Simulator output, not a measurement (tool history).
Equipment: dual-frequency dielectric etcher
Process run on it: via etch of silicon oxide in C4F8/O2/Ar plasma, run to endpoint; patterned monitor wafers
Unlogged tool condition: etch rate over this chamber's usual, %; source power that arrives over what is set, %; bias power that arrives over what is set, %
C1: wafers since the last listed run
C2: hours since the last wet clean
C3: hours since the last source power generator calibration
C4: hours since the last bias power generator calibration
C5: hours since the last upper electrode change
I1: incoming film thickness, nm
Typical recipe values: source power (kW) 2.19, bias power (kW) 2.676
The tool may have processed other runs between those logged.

{"run": 1, "hour": 0.0, "source power (kW)": 2.19, "bias power (kW)": 3.18, "C1": 0, "C2": 309.9, "C3": 1628.8, "C4": 1081, "C5": 3138.6, "I1": 1214.8, "endpoint time (s)": 177.9}
{"run": 2, "hour": 65.8, "source power (kW)": 2.4, "bias power (kW)": 2.676, "C1": 328, "C2": 375.7, "C3": 1694.6, "C4": 1146.8, "C5": 3204.4, "I1": 1230.1, "endpoint time (s)": 176.6}
{"run": 3, "hour": 124.0, "source power (kW)": 2.4, "bias power (kW)": 2.676, "C1": 290, "C2": 433.9, "C3": 1752.8, "C4": 1205, "C5": 3262.6, "I1": 1217.1, "endpoint time (s)": 174.9}
{"hour": 151.8, "done": "wet clean of the chamber"}
{"run": 4, "hour": 191.4, "source power (kW)": 2.4, "bias power (kW)": 2.676, "C1": 216, "C2": 39.6, "C3": 1820.2, "C4": 1272.4, "C5": 3330, "I1": 1200.9, "endpoint time (s)": 180.7}
{"run": 5, "hour": 259.7, "source power (kW)": 2.19, "bias power (kW)": 2.676, "C1": 341, "C2": 107.9, "C3": 1888.5, "C4": 1340.7, "C5": 3398.3, "I1": 1216.1, "endpoint time (s)": 192.3}
{"run": 6, "hour": 322.4, "source power (kW)": 2.19, "bias power (kW)": 2.676, "C1": 313, "C2": 170.6, "C3": 1951.2, "C4": 1403.4, "C5": 3461, "I1": 1197.4, "endpoint time (s)": 188.6}
{"run": 7, "hour": 381.0, "source power (kW)": 2.19, "bias power (kW)": 2.676, "C1": 292, "C2": 229.2, "C3": 2009.8, "C4": 1462, "C5": 3519.6, "I1": 1218, "endpoint time (s)": 190.3}
{"run": 8, "hour": 420.0, "source power (kW)": 2.19, "bias power (kW)": 2.676, "C1": 194, "C2": 268.2, "C3": 2048.8, "C4": 1501, "C5": 3558.6, "I1": 1211.4, "endpoint time (s)": 188.6}
{"run": 9, "hour": 474.2, "source power (kW)": 2.19, "bias power (kW)": 2.676, "C1": 270, "C2": 322.4, "C3": 2103, "C4": 1555.2, "C5": 3612.8, "I1": 1223.7, "endpoint time (s)": 188.5}
{"run": 10, "hour": 535.7, "source power (kW)": 1.95, "bias power (kW)": 2.676, "C1": 307, "C2": 383.9, "C3": 2164.5, "C4": 1616.7, "C5": 3674.3, "I1": 1209.6, "endpoint time (s)": 201.2}
{"run": 11, "hour": 581.1, "source power (kW)": 1.95, "bias power (kW)": 2.676, "C1": 226, "C2": 429.3, "C3": 2209.9, "C4": 1662.1, "C5": 3719.7, "I1": 1209.7, "endpoint time (s)": 196.9}
{"run": 12, "hour": 614.5, "source power (kW)": 2.19, "bias power (kW)": 2.412, "C1": 166, "C2": 462.7, "C3": 2243.3, "C4": 1695.5, "C5": 3753.1, "I1": 1211.2, "endpoint time (s)": 188.7}
{"hour": 642.8, "done": "wet clean of the chamber"}
{"run": 13, "hour": 679.2, "source power (kW)": 2.19, "bias power (kW)": 2.412, "C1": 203, "C2": 36.4, "C3": 2308, "C4": 1760.2, "C5": 3817.8, "I1": 1214.7, "endpoint time (s)": 194.3}
{"run": 14, "hour": 880.3, "source power (kW)": 2.19, "bias power (kW)": 2.412, "C1": 1005, "C2": 237.5, "C3": 2509.1, "C4": 1961.3, "C5": 4018.9, "I1": 1213.4, "endpoint time (s)": 189.2}
{"run": 15, "hour": 939.7, "source power (kW)": 1.95, "bias power (kW)": 2.676, "C1": 296, "C2": 296.9, "C3": 2568.5, "C4": 2020.7, "C5": 4078.3, "I1": 1211.7, "endpoint time (s)": 199.3}
{"run": 16, "hour": 975.2, "source power (kW)": 2.44, "bias power (kW)": 3.264, "C1": 177, "C2": 332.4, "C3": 2604, "C4": 2056.2, "C5": 4113.8, "I1": 1215.8, "endpoint time (s)": 162.9}
{"run": 17, "hour": 1047.1, "source power (kW)": 2.45, "bias power (kW)": 2.152, "C1": 359, "C2": 404.3, "C3": 2675.9, "C4": 2128.1, "C5": 4185.7, "I1": 1224.8, "endpoint time (s)": 181.4}
{"hour": 1076.2, "done": "wet clean of the chamber"}
{"run": 18, "hour": 1118.4, "source power (kW)": 2.19, "bias power (kW)": 2.676, "C1": 236, "C2": 42.2, "C3": 2747.2, "C4": 2199.4, "C5": 4257, "I1": 1213.3, "endpoint time (s)": 190.2}
{"run": 19, "hour": 1168.8, "source power (kW)": 2.19, "bias power (kW)": 2.676, "C1": 251, "C2": 92.6, "C3": 2797.6, "C4": 2249.8, "C5": 4307.4, "I1": 1211.7, "endpoint time (s)": 189.1}
{"hour": 1213.2, "done": "upper electrode replaced"}
{"run": 20, "hour": 1213.7, "source power (kW)": 2.19, "bias power (kW)": 3.066, "C1": 104, "C2": 137.5, "C3": 2842.5, "C4": 2294.7, "C5": 0.5, "I1": 1201.5, "endpoint time (s)": 179}
{"hour": 1253.1, "done": "source power generator calibrated"}
{"run": 21, "hour": 1315.6, "source power (kW)": 2.66, "bias power (kW)": 3.216, "C1": 489, "C2": 239.4, "C3": 62.5, "C4": 2396.6, "C5": 102.4, "I1": 1203.6, "endpoint time (s)": 160.8}
{"run": 22, "hour": 1342.3, "source power (kW)": 2.19, "bias power (kW)": 2.195, "C1": 133, "C2": 266.1, "C3": 89.2, "C4": 2423.3, "C5": 129.1, "I1": 1201.5, "endpoint time (s)": 196.7}
{"hour": 1373.6, "done": "bias power generator calibrated"}
{"run": 23, "hour": 1400.3, "source power (kW)": 2.01, "bias power (kW)": 2.676, "C1": 269, "C2": 324.1, "C3": 147.2, "C4": 26.7, "C5": 187.1, "I1": 1204.4, "endpoint time (s)": 198.4}
{"hour": 1523.7, "done": "wet clean of the chamber"}
{"run": 24, "hour": 1607.2, "source power (kW)": 2.19, "bias power (kW)": 2.676, "C1": 914, "C2": 83.5, "C3": 354.1, "C4": 233.6, "C5": 394, "I1": 1223.3, "endpoint time (s)": 193.6}
{"run": 25, "hour": 1648.1, "source power (kW)": 1.89, "bias power (kW)": 2.218, "C1": 204, "C2": 124.4, "C3": 395, "C4": 274.5, "C5": 434.9, "I1": 1210.6, "endpoint time (s)": 220.2}

Predict the results of run 26:
{"run": 26, "hour": 1691.8, "source power (kW)": 2.37, "bias power (kW)": 2.507, "C1": 218, "C2": 168.1, "C3": 438.7, "C4": 318.2, "C5": 478.6, "I1": 1219.5, "endpoint time (s)": "?"}

Run 26 came out at endpoint time (s) 183.9.
On a tool with no hidden condition, and with the same random variation, this run would have come out at endpoint time (s) 191.2.
